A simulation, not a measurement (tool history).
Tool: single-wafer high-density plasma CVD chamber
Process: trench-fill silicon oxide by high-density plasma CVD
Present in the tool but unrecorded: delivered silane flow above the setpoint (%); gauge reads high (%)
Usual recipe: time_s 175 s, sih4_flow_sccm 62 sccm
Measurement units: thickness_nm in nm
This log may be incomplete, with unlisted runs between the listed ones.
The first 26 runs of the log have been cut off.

run,hour,time_s,sih4_flow_sccm,wafers since the last listed run,hours since the silane flow controller was replaced,hours since the gauge calibration,"read-back reference wafer on the same gauge, thickness_nm",thickness_nm
27,1517.1,146,73,303,544.9,536.1,1111.43,975.277
28,1555.3,175,51,395,583.1,574.3,1111.29,903.805
29,1594.4,155,58,405,622.2,613.4,1108.255,876.079
30,1628.4,149,55,352,656.2,647.4,1109.711,812.589
31,1669.1,175,58,421,696.9,688.1,1106.985,992.556
32,1713.5,175,66,459,741.3,732.5,1110.374,1087.794
33,1812.7,199,69,1027,840.5,831.7,1109.352,1279.88
34,1857.5,155,62,464,885.3,876.5,1109.573,921.791
35,1926.7,175,62,716,954.5,945.7,1108.329,1046.476
36,1978.3,196,69,534,1006.1,997.3,1109.023,1269.211
37,2025.3,150,62,486,1053.1,1044.3,1108.401,891.763
38,2062,156,62,380,1089.8,1081,1109.444,933.412
39,2105.5,175,62,450,1133.3,1124.5,1110.189,1053.687
40,2162.1,175,62,586,1189.9,1181.1,1113.068,1057.886
41,2224.7,196,69,648,1252.5,1243.7,1109.974,1276.533
42,2365.9,203,68,1462,1393.7,1384.9,1109.072,1301.409
43,2426.8,175,55,630,1454.6,1445.8,1109.927,966.857
44,2451.2,146,71,252,1479,1470.2,1111.327,966.794
45,2495.3,153,62,456,1523.1,1514.3,1111.079,918.917

Branching from run 45: 5 alternative next runs. What would each branch give?
A,2495.7,175,62,4,1523.5,1514.7,?,?
B,2495.7,155,68,4,1523.5,1514.7,?,?
C,2495.7,195,70,4,1523.5,1514.7,?,?
D,2495.7,154,51,4,1523.5,1514.7,?,?
E,2495.7,203,71,4,1523.5,1514.7,?,?

run,"read-back reference wafer on the same gauge, thickness_nm",thickness_nm
A,1108.359,1049.683
B,1108.359,994.769
C,1108.359,1278.763
D,1108.359,805.232
E,1108.359,1345.424
The same runs, with their run-to-run variation unchanged, on a tool lacking any hidden condition would have given:
run,thickness_nm
A,1011.705
B,958.778
C,1232.497
D,776.098
E,1296.747

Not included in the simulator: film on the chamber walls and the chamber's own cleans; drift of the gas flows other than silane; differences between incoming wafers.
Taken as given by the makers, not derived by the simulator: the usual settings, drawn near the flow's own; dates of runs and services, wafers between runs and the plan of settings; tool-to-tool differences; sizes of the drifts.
